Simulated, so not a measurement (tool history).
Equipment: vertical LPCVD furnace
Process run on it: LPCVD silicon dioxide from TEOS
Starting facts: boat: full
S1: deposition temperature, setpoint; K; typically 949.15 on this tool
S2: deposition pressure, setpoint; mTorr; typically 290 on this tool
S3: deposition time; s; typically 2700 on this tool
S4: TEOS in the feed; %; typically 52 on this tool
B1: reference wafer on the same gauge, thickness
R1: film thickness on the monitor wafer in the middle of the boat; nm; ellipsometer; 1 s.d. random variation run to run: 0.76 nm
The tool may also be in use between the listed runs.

{"run": 1, "hour": 0.0, "S1": 949.15, "S2": 290, "S3": 2700, "S4": 52, "B1": 124.94, "R1": 151.07}
{"run": 2, "hour": 98.3, "S1": 949.15, "S2": 290, "S3": 2700, "S4": 52, "B1": 125.2, "R1": 151.88}
{"run": 3, "hour": 185.0, "S1": 949.15, "S2": 290, "S3": 2700, "S4": 52, "B1": 125.26, "R1": 151.04}
{"run": 4, "hour": 258.5, "S1": 949.15, "S2": 290, "S3": 1860, "S4": 52, "B1": 125.17, "R1": 103.52}
{"run": 5, "hour": 295.6, "S1": 949.15, "S2": 290, "S3": 1860, "S4": 52, "B1": 124.62, "R1": 103.88}
{"run": 6, "hour": 372.8, "S1": 949.15, "S2": 235, "S3": 2370, "S4": 52, "B1": 124.74, "R1": 119.82}
{"run": 7, "hour": 469.6, "S1": 949.15, "S2": 235, "S3": 2370, "S4": 52, "B1": 125.39, "R1": 119.92}
{"run": 8, "hour": 557.2, "S1": 949.15, "S2": 235, "S3": 2370, "S4": 52, "B1": 124.84, "R1": 119.06}
{"run": 9, "hour": 623.7, "S1": 949.15, "S2": 290, "S3": 2700, "S4": 52, "B1": 125.25, "R1": 152.37}
{"run": 10, "hour": 803.3, "S1": 949.15, "S2": 290, "S3": 2700, "S4": 52, "B1": 125.04, "R1": 151.39}
{"run": 11, "hour": 884.1, "S1": 949.15, "S2": 260, "S3": 2700, "S4": 52, "B1": 124.92, "R1": 143.81}
{"run": 12, "hour": 970.0, "S1": 949.15, "S2": 260, "S3": 2700, "S4": 52, "B1": 124.96, "R1": 142.29}
{"hour": 1003.5, "done": "thermocouples replaced and temperature profile calibrated"}
{"run": 13, "hour": 1007.6, "S1": 949.15, "S2": 260, "S3": 2700, "S4": 52, "B1": 125.01, "R1": 143.1}
{"run": 14, "hour": 1101.0, "S1": 949.15, "S2": 290, "S3": 2700, "S4": 52, "B1": 124.87, "R1": 151.04}
{"run": 15, "hour": 1191.4, "S1": 949.15, "S2": 290, "S3": 3510, "S4": 52, "B1": 125.2, "R1": 194.73}
{"hour": 1270.2, "done": "pressure gauge zeroed"}
{"run": 16, "hour": 1282.9, "S1": 949.15, "S2": 290, "S3": 2700, "S4": 52, "B1": 125, "R1": 152.35}
{"run": 17, "hour": 1343.7, "S1": 949.15, "S2": 290, "S3": 3570, "S4": 52, "B1": 124.86, "R1": 200.4}
{"run": 18, "hour": 1393.5, "S1": 949.15, "S2": 360, "S3": 2700, "S4": 52, "B1": 125.28, "R1": 167.31}
{"run": 19, "hour": 1460.1, "S1": 949.15, "S2": 265, "S3": 1950, "S4": 52, "B1": 125.45, "R1": 104.74}
{"run": 20, "hour": 1561.5, "S1": 949.15, "S2": 290, "S3": 1650, "S4": 59, "B1": 125.07, "R1": 97.28}
{"hour": 1567.1, "done": "gauge calibrated"}
{"run": 21, "hour": 1669.4, "S1": 949.15, "S2": 240, "S3": 2700, "S4": 52, "B1": 125.07, "R1": 137.75}
{"run": 22, "hour": 1737.5, "S1": 953.15, "S2": 290, "S3": 2700, "S4": 59, "B1": 124.95, "R1": 177.73}
{"run": 23, "hour": 1791.5, "S1": 949.15, "S2": 265, "S3": 2700, "S4": 52, "B1": 124.85, "R1": 144.97}
{"hour": 1934.1, "done": "TEOS flow controller replaced"}
{"run": 24, "hour": 2035.2, "S1": 952.15, "S2": 290, "S3": 2700, "S4": 52, "B1": 125.23, "R1": 162.01}
{"run": 25, "hour": 2092.8, "S1": 937.15, "S2": 290, "S3": 2700, "S4": 45, "B1": 125.1, "R1": 104.92}
{"run": 26, "hour": 2154.3, "S1": 949.15, "S2": 235, "S3": 2370, "S4": 52, "B1": 124.73, "R1": 119.25}
{"run": 27, "hour": 2192.6, "S1": 944.15, "S2": 290, "S3": 1740, "S4": 52, "B1": 125.22, "R1": 85.47}
{"run": 28, "hour": 2291.6, "S1": 949.15, "S2": 290, "S3": 2700, "S4": 52, "B1": 125.2, "R1": 151.22}
{"run": 29, "hour": 2547.6, "S1": 958.15, "S2": 290, "S3": 3720, "S4": 58, "B1": 124.82, "R1": 272.75}

Consider 3 possible next runs. They are alternatives, not a sequence: every one starts from the tool as it was left by run 29. What does each give?
{"run": "A", "hour": 2552.8, "S1": 949.15, "S2": 290, "S3": 2700, "S4": 43, "B1": "?", "R1": "?"}
{"run": "B", "hour": 2552.8, "S1": 939.15, "S2": 250, "S3": 2700, "S4": 52, "B1": "?", "R1": "?"}
{"run": "C", "hour": 2552.8, "S1": 955.15, "S2": 240, "S3": 3270, "S4": 52, "B1": "?", "R1": "?"}

run=A B1=124.69 R1=137.92
run=B B1=124.69 R1=109.98
run=C B1=124.69 R1=193.35
Stripped of hidden state, with their random variation kept, the same runs would have yielded:
run=A R1=137.92
run=B R1=109.98
run=C R1=193.35

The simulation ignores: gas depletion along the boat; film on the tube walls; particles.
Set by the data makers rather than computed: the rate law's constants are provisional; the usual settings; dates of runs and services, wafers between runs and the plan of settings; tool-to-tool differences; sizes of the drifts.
